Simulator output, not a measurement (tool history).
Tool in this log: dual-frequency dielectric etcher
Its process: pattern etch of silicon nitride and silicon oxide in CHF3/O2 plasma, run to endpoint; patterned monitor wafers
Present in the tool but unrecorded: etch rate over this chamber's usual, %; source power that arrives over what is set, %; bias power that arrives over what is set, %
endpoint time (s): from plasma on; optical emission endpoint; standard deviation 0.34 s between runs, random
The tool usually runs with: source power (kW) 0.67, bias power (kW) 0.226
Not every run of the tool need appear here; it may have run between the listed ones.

run	hour	source power (kW)	bias power (kW)	wafers since the last listed run	hours since the last wet clean	hours since the last source power generator calibration	hours since the last bias power generator calibration	hours since the last upper electrode change	incoming incoming film thickness, nm	endpoint time (s)
1	0	0.58	0.226	0	470.4	1220.3	3872.7	2609.7	192.3	115.5
2	59.7	0.67	0.226	465	530.1	1280	3932.4	2669.4	194.1	106.2
3	84.5	0.67	0.226	193	554.9	1304.8	3957.2	2694.2	195.5	108.1
4	114.4	0.67	0.226	233	584.8	1334.7	3987.1	2724.1	192.1	105.6
# hour 151: bias power generator calibrated
# hour 164.8: wet clean of the chamber
5	165.3	0.67	0.226	257	0.5	1385.6	14.3	2775	193.1	108.6
6	218.8	0.67	0.226	417	54	1439.1	67.8	2828.5	191.8	107.9
7	373.4	0.67	0.226	1206	208.6	1593.7	222.4	2983.1	193.5	108.9
8	452.7	0.67	0.226	618	287.9	1673	301.7	3062.4	193.7	108.9
9	486.8	0.62	0.192	266	322	1707.1	335.8	3096.5	195.4	125.1
10	547.9	0.6	0.226	476	383.1	1768.2	396.9	3157.6	194.4	115.7
11	607.2	0.6	0.226	462	442.4	1827.5	456.2	3216.9	194.4	116.6
12	637.4	0.67	0.226	235	472.6	1857.7	486.4	3247.1	192.6	108.6
13	698.9	0.58	0.226	479	534.1	1919.2	547.9	3308.6	194	118.2
# hour 723.3: upper electrode replaced
14	725.1	0.67	0.226	17	560.3	1945.4	574.1	1.8	193.8	108.3
# hour 767.4: wet clean of the chamber
15	792.6	0.57	0.207	339	25.2	2012.9	641.6	69.3	194.3	126.2
16	993.7	0.67	0.226	1569	226.3	2214	842.7	270.4	194.9	109.4
17	1026.8	0.74	0.253	258	259.4	2247.1	875.8	303.5	193.5	97.3
# hour 1055.5: source power generator calibrated
18	1056	0.67	0.226	196	288.6	0.5	905	332.7	195.2	109.7
19	1094.3	0.82	0.242	298	326.9	38.8	943.3	371	193.3	94.2
20	1127	0.67	0.263	255	359.6	71.5	976	403.7	192.9	100.3
21	1155.5	0.59	0.249	222	388.1	100	1004.5	432.2	195.4	112.5
22	1218	0.67	0.226	487	450.6	162.5	1067	494.7	195.4	110
23	1267.3	0.62	0.192	384	499.9	211.8	1116.3	544	192.2	122.4
24	1319.5	0.57	0.265	407	552.1	264	1168.5	596.2	193.7	109.5
# hour 1351.8: wet clean of the chamber
25	1363.2	0.82	0.226	153	11.4	307.7	1212.2	639.9	193.9	97.8
26	1397.4	0.67	0.226	266	45.6	341.9	1246.4	674.1	193.9	109.3
27	1430.8	0.77	0.199	260	79	375.3	1279.8	707.5	193.8	107.7
28	1468.1	0.73	0.268	291	116.3	412.6	1317.1	744.8	194.4	95.7
29	1494.8	0.67	0.244	208	143	439.3	1343.8	771.5	193.4	104.9
30	1563.9	0.79	0.2	539	212.1	508.4	1412.9	840.6	195.3	107
31	1776	0.75	0.186	1654	424.2	720.5	1625	1052.7	193.7	113.7
32	1819.7	0.78	0.262	340	467.9	764.2	1668.7	1096.4	193.9	93.3

Estimate the outcome of run 33 from the log above:
33	1889.3	0.82	0.202	543	537.5	833.8	1738.3	1166	194.7	?

{"run 33": {"endpoint time (s)": 104}}
Take away the tool's hidden state, keep the run-to-run variation as it was, and the same run would have given endpoint time (s) 104.2.

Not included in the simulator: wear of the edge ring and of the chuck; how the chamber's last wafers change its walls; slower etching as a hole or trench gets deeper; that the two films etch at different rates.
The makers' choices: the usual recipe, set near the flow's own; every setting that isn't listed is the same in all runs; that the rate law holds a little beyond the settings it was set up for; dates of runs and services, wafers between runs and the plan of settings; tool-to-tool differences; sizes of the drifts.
